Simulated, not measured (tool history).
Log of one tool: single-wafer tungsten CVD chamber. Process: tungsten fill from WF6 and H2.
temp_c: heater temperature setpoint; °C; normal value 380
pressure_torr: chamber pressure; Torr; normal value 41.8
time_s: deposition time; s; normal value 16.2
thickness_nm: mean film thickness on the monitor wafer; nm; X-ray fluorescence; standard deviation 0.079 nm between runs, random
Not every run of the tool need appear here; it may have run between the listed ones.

run,hour,temp_c,pressure_torr,time_s,"read-back reference wafer on the same gauge, thickness_nm",thickness_nm
1,0.0,380,41.8,16.2,43.246,36.236
2,65.4,380,41.8,16.2,43.316,36.444
3,132.7,380,41.8,16.2,43.289,36.302
4,185.5,380,41.8,16.2,43.368,36.300
5,234.6,380,41.8,16.9,43.378,37.719
6,290.0,380,41.8,16.9,43.351,37.972
7,336.1,380,41.8,16.9,43.388,37.888
8,383.9,380,41.8,17.4,43.418,39.165
9,453.8,380,39.0,14.4,43.400,31.464
10,495.3,380,39.0,14.4,43.497,31.446
11,550.0,380,39.0,14.4,43.420,31.416
12,591.9,380,41.8,16.2,43.488,36.495
13,618.4,380,41.8,16.2,43.490,36.313
14,657.0,380,41.8,16.2,43.488,36.479
# hour 688.6: thermocouple changed; heater temperature recalibrated
15,689.1,380,41.8,16.2,43.498,36.452
16,735.3,380,41.8,16.2,43.504,36.401
17,769.8,380,41.8,16.2,43.542,36.471
# hour 828.5: capacitance manometer re-zeroed and calibrated
18,829.0,380,38.7,16.2,43.567,35.255
# hour 889.9: showerhead replaced
19,893.5,367,34.8,18.9,43.593,29.482
20,951.4,380,41.8,15.3,43.608,34.489
21,1008.6,395,47.4,16.2,43.633,52.974
# hour 1046.6: gauge calibrated
22,1079.6,392,47.8,16.2,43.087,49.324
23,1113.8,388,36.4,13.6,43.076,33.745
24,1163.0,380,41.8,16.2,43.094,36.125
25,1189.7,385,51.1,15.3,43.087,41.392
26,1258.5,380,41.8,16.2,43.106,36.185
27,1460.3,394,32.1,16.2,43.234,43.237
28,1495.3,375,41.8,16.2,43.191,32.419
29,1561.4,380,41.8,16.2,43.266,36.275
30,1600.8,380,33.4,16.2,43.271,32.913
31,1650.4,393,45.8,13.8,43.321,42.113
32,1697.3,389,41.8,15.0,43.286,40.706

4 ways to go on from here, each from the tool as it stands after run 32. What would each give?
A,1697.7,380,41.8,19.1,?,?
B,1697.7,380,35.5,16.2,?,?
C,1697.7,387,41.8,14.0,?,?
D,1697.7,380,41.8,19.3,?,?

run,"read-back reference wafer on the same gauge, thickness_nm",thickness_nm
A,43.349,42.898
B,43.349,33.857
C,43.349,36.463
D,43.349,43.349
Take away the tool's hidden state, keep each run's random variation, and the runs would have read:
run,thickness_nm
A,42.704
B,33.704
C,36.298
D,43.153
